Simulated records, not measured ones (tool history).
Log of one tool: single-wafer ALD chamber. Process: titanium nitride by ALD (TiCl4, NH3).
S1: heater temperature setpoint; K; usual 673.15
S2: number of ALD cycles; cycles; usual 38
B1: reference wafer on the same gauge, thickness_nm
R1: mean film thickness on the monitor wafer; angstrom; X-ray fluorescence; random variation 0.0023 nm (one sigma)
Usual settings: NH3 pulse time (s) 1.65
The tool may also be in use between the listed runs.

run 1 day=0 | S1=673.15 S2=38 NH3_pulse_time_(s)=1.65 | B1=0.791 | R1=9.37
run 2 day=1.862 | S1=673.15 S2=38 NH3_pulse_time_(s)=1.65 | B1=0.791 | R1=9.39
run 3 day=4.383 | S1=673.15 S2=38 NH3_pulse_time_(s)=1.65 | B1=0.792 | R1=9.41
run 4 day=6.771 | S1=673.15 S2=38 NH3_pulse_time_(s)=1.65 | B1=0.792 | R1=9.37
run 5 day=8.596 | S1=673.15 S2=38 NH3_pulse_time_(s)=1.65 | B1=0.792 | R1=9.42
run 6 day=11.15 | S1=673.15 S2=38 NH3_pulse_time_(s)=1.65 | B1=0.793 | R1=9.42
run 7 day=13.9 | S1=673.15 S2=38 NH3_pulse_time_(s)=1.65 | B1=0.793 | R1=9.41
run 8 day=16.292 | S1=673.15 S2=38 NH3_pulse_time_(s)=1.65 | B1=0.793 | R1=9.42
run 9 day=19.279 | S1=673.15 S2=38 NH3_pulse_time_(s)=1.65 | B1=0.793 | R1=9.45
run 10 day=21.412 | S1=667.15 S2=36 NH3_pulse_time_(s)=1.65 | B1=0.793 | R1=8.86
run 11 day=23.629 | S1=673.15 S2=38 NH3_pulse_time_(s)=1.65 | B1=0.794 | R1=9.37
run 12 day=26.617 | S1=673.15 S2=38 NH3_pulse_time_(s)=1.65 | B1=0.794 | R1=9.43
run 13 day=29.15 | S1=673.15 S2=38 NH3_pulse_time_(s)=1.65 | B1=0.795 | R1=9.42
run 14 day=30.508 | S1=673.15 S2=41 NH3_pulse_time_(s)=1.65 | B1=0.795 | R1=10.18
run 15 day=32.733 | S1=676.15 S2=38 NH3_pulse_time_(s)=1.65 | B1=0.795 | R1=9.45
run 16 day=35.179 | S1=676.15 S2=38 NH3_pulse_time_(s)=1.65 | B1=0.795 | R1=9.45
run 17 day=36.992 | S1=676.15 S2=38 NH3_pulse_time_(s)=1.65 | B1=0.795 | R1=9.45
run 18 day=39.529 | S1=673.15 S2=38 NH3_pulse_time_(s)=1.65 | B1=0.795 | R1=9.41
run 19 day=41.788 | S1=688.15 S2=38 NH3_pulse_time_(s)=2.29 | B1=0.795 | R1=9.63
run 20 day=44.679 | S1=660.15 S2=38 NH3_pulse_time_(s)=1.65 | B1=0.795 | R1=9.31
run 21 day=45.867 | S1=660.15 S2=38 NH3_pulse_time_(s)=1.65 | B1=0.794 | R1=9.33
run 22 day=48.296 | S1=673.15 S2=38 NH3_pulse_time_(s)=1.65 | B1=0.796 | R1=9.45
-- day=49.575 thermocouple changed; heater temperature recalibrated
run 23 day=50.35 | S1=673.15 S2=42 NH3_pulse_time_(s)=1.95 | B1=0.796 | R1=10.46
run 24 day=52.725 | S1=669.15 S2=38 NH3_pulse_time_(s)=1.37 | B1=0.795 | R1=9.31
run 25 day=54.754 | S1=686.15 S2=31 NH3_pulse_time_(s)=2.24 | B1=0.795 | R1=7.83
run 26 day=56.7 | S1=673.15 S2=38 NH3_pulse_time_(s)=1.65 | B1=0.796 | R1=9.45
run 27 day=59.033 | S1=673.15 S2=38 NH3_pulse_time_(s)=1.65 | B1=0.795 | R1=9.42
run 28 day=60.629 | S1=683.15 S2=30 NH3_pulse_time_(s)=1.14 | B1=0.796 | R1=7.35
run 29 day=61.95 | S1=681.15 S2=38 NH3_pulse_time_(s)=1.65 | B1=0.796 | R1=9.49
-- day=64.071 gauge calibrated
run 30 day=64.096 | S1=673.15 S2=34 NH3_pulse_time_(s)=1.65 | B1=0.783 | R1=8.27
-- day=66.529 showerhead replaced
run 31 day=66.625 | S1=673.15 S2=38 NH3_pulse_time_(s)=1.33 | B1=0.783 | R1=9.17
run 32 day=67.871 | S1=673.15 S2=38 NH3_pulse_time_(s)=1.65 | B1=0.784 | R1=9.3
run 33 day=68.904 | S1=673.15 S2=38 NH3_pulse_time_(s)=1.08 | B1=0.785 | R1=9.04
run 34 day=71.758 | S1=659.15 S2=43 NH3_pulse_time_(s)=1.65 | B1=0.785 | R1=10.41
run 35 day=74.233 | S1=673.15 S2=38 NH3_pulse_time_(s)=1.65 | B1=0.787 | R1=9.27
run 36 day=77.188 | S1=673.15 S2=33 NH3_pulse_time_(s)=1.65 | B1=0.787 | R1=8.08
run 37 day=78.788 | S1=680.15 S2=38 NH3_pulse_time_(s)=1.91 | B1=0.788 | R1=9.44
run 38 day=80.271 | S1=673.15 S2=36 NH3_pulse_time_(s)=1.04 | B1=0.787 | R1=8.58
run 39 day=82.121 | S1=673.15 S2=35 NH3_pulse_time_(s)=2.25 | B1=0.788 | R1=8.73
run 40 day=85.058 | S1=665.15 S2=35 NH3_pulse_time_(s)=1.3 | B1=0.789 | R1=8.38

Forecast each of these 4 alternatives for the next run:
run A day=85.079 | S1=686.15 S2=38 NH3_pulse_time_(s)=1.65 | B1=? | R1=?
run B day=85.079 | S1=673.15 S2=31 NH3_pulse_time_(s)=1.65 | B1=? | R1=?
run C day=85.079 | S1=684.15 S2=45 NH3_pulse_time_(s)=1.12 | B1=? | R1=?
run D day=85.079 | S1=683.15 S2=34 NH3_pulse_time_(s)=1.65 | B1=? | R1=?

run=A B1=0.789 R1=9.4
run=B B1=0.789 R1=7.62
run=C B1=0.789 R1=10.89
run=D B1=0.789 R1=8.4
Without the tool's hidden state the same runs would have given:
run=A R1=9.31
run=B R1=7.55
run=C R1=10.79
run=D R1=8.32
